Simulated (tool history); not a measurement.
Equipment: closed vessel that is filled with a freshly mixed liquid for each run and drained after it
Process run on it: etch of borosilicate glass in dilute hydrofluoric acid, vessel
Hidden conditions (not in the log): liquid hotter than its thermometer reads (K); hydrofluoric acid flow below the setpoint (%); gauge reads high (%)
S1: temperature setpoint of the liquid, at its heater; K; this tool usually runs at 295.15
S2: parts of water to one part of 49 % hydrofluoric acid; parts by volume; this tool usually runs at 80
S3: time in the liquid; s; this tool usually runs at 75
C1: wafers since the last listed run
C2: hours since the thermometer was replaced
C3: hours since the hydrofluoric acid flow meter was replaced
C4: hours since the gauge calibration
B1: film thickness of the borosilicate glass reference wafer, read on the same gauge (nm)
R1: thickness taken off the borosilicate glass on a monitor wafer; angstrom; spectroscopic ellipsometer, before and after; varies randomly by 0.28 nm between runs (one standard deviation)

run,hour,S1,S2,S3,C1,C2,C3,C4,B1,R1
1,0.0,296.65,60,75,0,372.2,1096.4,1013.6,109.98,506.8
2,45.9,295.15,80,75,3636,418.1,1142.3,1059.5,110.00,339.3
3,71.2,295.15,80,75,2004,443.4,1167.6,1084.8,110.04,351.3
4,125.6,295.15,80,75,4309,497.8,1222.0,1139.2,110.01,345.5
5,168.6,295.15,80,75,3406,540.8,1265.0,1182.2,109.98,342.5
6,200.3,295.15,80,75,2511,572.5,1296.7,1213.9,110.02,344.6
7,245.0,298.15,80,75,3541,617.2,1341.4,1258.6,109.99,394.3
8,279.5,298.15,80,75,2733,651.7,1375.9,1293.1,110.01,389.6
9,311.2,295.15,80,105,2511,683.4,1407.6,1324.8,110.01,486.1
# hour 334.2: gauge calibrated
# hour 343.6: thermometer replaced
10,364.3,295.15,80,75,4127,20.7,1460.7,30.1,109.99,331.1
11,395.6,295.15,80,75,2479,52.0,1492.0,61.4,109.98,331.6
12,603.2,295.15,80,75,16446,259.6,1699.6,269.0,109.99,331.4
# hour 646.2: hydrofluoric acid flow meter replaced
13,647.7,295.15,80,75,3446,304.1,1.5,313.5,110.00,355.8
14,704.7,295.15,80,75,4515,361.1,58.5,370.5,110.05,359.5
15,768.7,295.15,80,75,5070,425.1,122.5,434.5,109.98,357.4
16,836.6,295.15,80,75,5379,493.0,190.4,502.4,110.04,358.3
17,861.6,295.15,45,75,1980,518.0,215.4,527.4,109.99,687.1
18,894.0,299.15,80,75,2566,550.4,247.8,559.8,109.99,424.7
# hour 929.0: thermometer replaced
19,952.6,295.15,80,75,4563,23.6,306.4,618.4,109.98,346.9
20,1017.2,295.15,80,75,5117,88.2,371.0,683.0,110.03,342.4
21,1050.8,295.15,55,90,2661,121.8,404.6,716.6,110.02,625.9
22,1088.3,295.15,80,55,2970,159.3,442.1,754.1,110.00,254.8
23,1157.1,295.15,110,30,5450,228.1,510.9,822.9,109.98,96.5
24,1189.4,295.15,80,75,2558,260.4,543.2,855.2,109.98,350.1
25,1227.0,295.15,80,90,2978,298.0,580.8,892.8,110.03,413.5
26,1292.3,295.15,110,45,5173,363.3,646.1,958.1,110.00,147.1
27,1331.3,295.15,80,75,3089,402.3,685.1,997.1,109.99,351.9
28,1363.3,299.15,45,75,2535,434.3,717.1,1029.1,109.98,771.0
29,1414.9,295.15,55,120,4087,485.9,768.7,1080.7,110.03,833.0
# hour 1449.6: gauge calibrated
30,1480.4,295.15,65,75,5189,551.4,834.2,30.8,109.95,442.8
31,1516.6,293.65,65,75,2867,587.6,870.4,67.0,110.07,414.2
32,1586.6,291.15,80,75,5545,657.6,940.4,137.0,109.98,306.0
33,1611.6,295.15,115,100,1980,682.6,965.4,162.0,109.99,317.2
# hour 1640.5: thermometer replaced
34,1671.6,295.15,60,75,4674,31.1,1025.4,222.0,110.00,454.4

Hidden condition of the tool, last listed run before each entry between runs versus first listed run after:
Logged between run 9 and run 10: gauge calibrated (hour 334.2); thermometer replaced (hour 343.6)
  liquid hotter than its thermometer reads (K): 1.59 -> 0.304; hydrofluoric acid flow below the setpoint (%): 5.27 -> 5.47
  measured value less the no-hidden-state value, R1: +2.4 -> -16.8 angstrom
Logged between run 12 and run 13: hydrofluoric acid flow meter replaced (hour 646.2)
  liquid hotter than its thermometer reads (K): 0.832 -> 0.931; hydrofluoric acid flow below the setpoint (%): 6.33 -> 0.444
  measured value less the no-hidden-state value, R1: -12.8 -> +11.6 angstrom
Logged between run 18 and run 19: thermometer replaced (hour 929.0)
  liquid hotter than its thermometer reads (K): 1.48 -> 0.176; hydrofluoric acid flow below the setpoint (%): 1.33 -> 1.54
  measured value less the no-hidden-state value, R1: +17.9 -> -3.3 angstrom
Logged between run 29 and run 30: gauge calibrated (hour 1449.6)
  liquid hotter than its thermometer reads (K): 1.2 -> 1.34; hydrofluoric acid flow below the setpoint (%): 3.21 -> 3.45
  measured value less the no-hidden-state value, R1: +12.3 -> +7.5 angstrom
Logged between run 33 and run 34: thermometer replaced (hour 1640.5)
  liquid hotter than its thermometer reads (K): 1.63 -> 0.182; hydrofluoric acid flow below the setpoint (%): 3.92 -> 4.14
  measured value less the no-hidden-state value, R1: +6.0 -> -17.6 angstrom
